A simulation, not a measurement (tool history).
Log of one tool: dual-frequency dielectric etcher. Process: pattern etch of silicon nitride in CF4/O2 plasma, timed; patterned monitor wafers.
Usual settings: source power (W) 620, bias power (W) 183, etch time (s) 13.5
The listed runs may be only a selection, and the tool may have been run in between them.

run,hour,source power (W),bias power (W),etch time (s),wafers since the last listed run,hours since the last wet clean,hours since the last source power generator calibration,hours since the last bias power generator calibration,hours since the last upper electrode change,hours since the gauge calibration,"read-back reference wafer on the same gauge, depth_nm",mean etch depth across the wafer (nm)
1,0.0,560,156,13.5,0,450.9,1659.3,23.4,0.5,318.2,30.50,27.21
2,0.4,560,156,13.5,7,451.3,1659.7,23.8,0.9,318.6,30.52,27.27
3,2.9,620,211,13.5,44,453.8,1662.2,26.3,3.4,321.1,30.52,33.86
4,20.1,620,183,12.5,305,471.0,1679.4,43.5,20.6,338.3,30.50,29.62
5,28.6,620,183,12.5,150,479.5,1687.9,52.0,29.1,346.8,30.51,29.77
6,36.4,620,183,13.5,138,487.3,1695.7,59.8,36.9,354.6,30.52,31.93
# hour 41.5: gauge calibrated
# hour 65.9: wet clean of the chamber
7,66.4,690,205,16.5,106,0.5,1725.7,89.8,66.9,24.9,30.50,44.22
8,66.8,750,183,13.5,7,0.9,1726.1,90.2,67.3,25.3,30.48,37.78
9,74.1,680,199,12.5,129,8.2,1733.4,97.5,74.6,32.6,30.49,32.73
10,88.3,620,183,13.5,251,22.4,1747.6,111.7,88.8,46.8,30.48,31.19
11,96.4,760,183,9.5,143,30.5,1755.7,119.8,96.9,54.9,30.50,27.00
12,118.8,620,183,13.5,397,52.9,1778.1,142.2,119.3,77.3,30.50,31.42
13,128.6,740,215,13.5,173,62.7,1787.9,152.0,129.1,87.1,30.50,39.58
14,136.3,620,183,13.5,136,70.4,1795.6,159.7,136.8,94.8,30.49,31.28
# hour 141.9: source power generator calibrated
15,146.1,620,183,17.0,102,80.2,4.2,169.5,146.6,104.6,30.51,42.32
16,153.2,570,143,12.5,125,87.3,11.3,176.6,153.7,111.7,30.51,25.89
17,161.7,660,147,16.5,150,95.8,19.8,185.1,162.2,120.2,30.46,40.33
18,167.8,620,183,13.5,108,101.9,25.9,191.2,168.3,126.3,30.48,33.48
19,185.7,620,183,13.5,317,119.8,43.8,209.1,186.2,144.2,30.48,33.38
20,192.9,500,183,15.5,127,127.0,51.0,216.3,193.4,151.4,30.50,30.63
21,201.5,620,183,13.5,152,135.6,59.6,224.9,202.0,160.0,30.51,33.65
22,210.4,620,228,17.5,157,144.5,68.5,233.8,210.9,168.9,30.50,47.08
23,224.1,510,183,13.5,243,158.2,82.2,247.5,224.6,182.6,30.50,27.22
24,237.1,620,183,13.5,230,171.2,95.2,260.5,237.6,195.6,30.49,33.34
25,245.6,500,140,9.5,150,179.7,103.7,269.0,246.1,204.1,30.52,16.99
26,255.5,620,150,13.5,175,189.6,113.6,278.9,256.0,214.0,30.50,31.27
27,262.2,620,183,16.0,118,196.3,120.3,285.6,262.7,220.7,30.52,39.61
28,269.3,620,204,12.0,125,203.4,127.4,292.7,269.8,227.8,30.53,31.07
29,278.8,620,183,13.5,168,212.9,136.9,302.2,279.3,237.3,30.52,33.44

Below are 5 alternative next runs, each starting from the tool's condition after run 29. Predict each:
A,279.2,670,183,13.5,7,213.3,137.3,302.6,279.7,237.7,?,?
B,279.2,620,160,13.5,7,213.3,137.3,302.6,279.7,237.7,?,?
C,279.2,760,183,12.0,7,213.3,137.3,302.6,279.7,237.7,?,?
D,279.2,620,154,13.5,7,213.3,137.3,302.6,279.7,237.7,?,?
E,279.2,620,220,10.5,7,213.3,137.3,302.6,279.7,237.7,?,?

run,"read-back reference wafer on the same gauge, depth_nm",mean etch depth across the wafer (nm)
A,30.49,36.12
B,30.49,31.72
C,30.49,36.52
D,30.49,31.29
E,30.49,27.78
What these runs would have given with no unlogged condition in the tool:
run,mean etch depth across the wafer (nm)
A,35.86
B,31.49
C,36.25
D,31.06
E,27.58
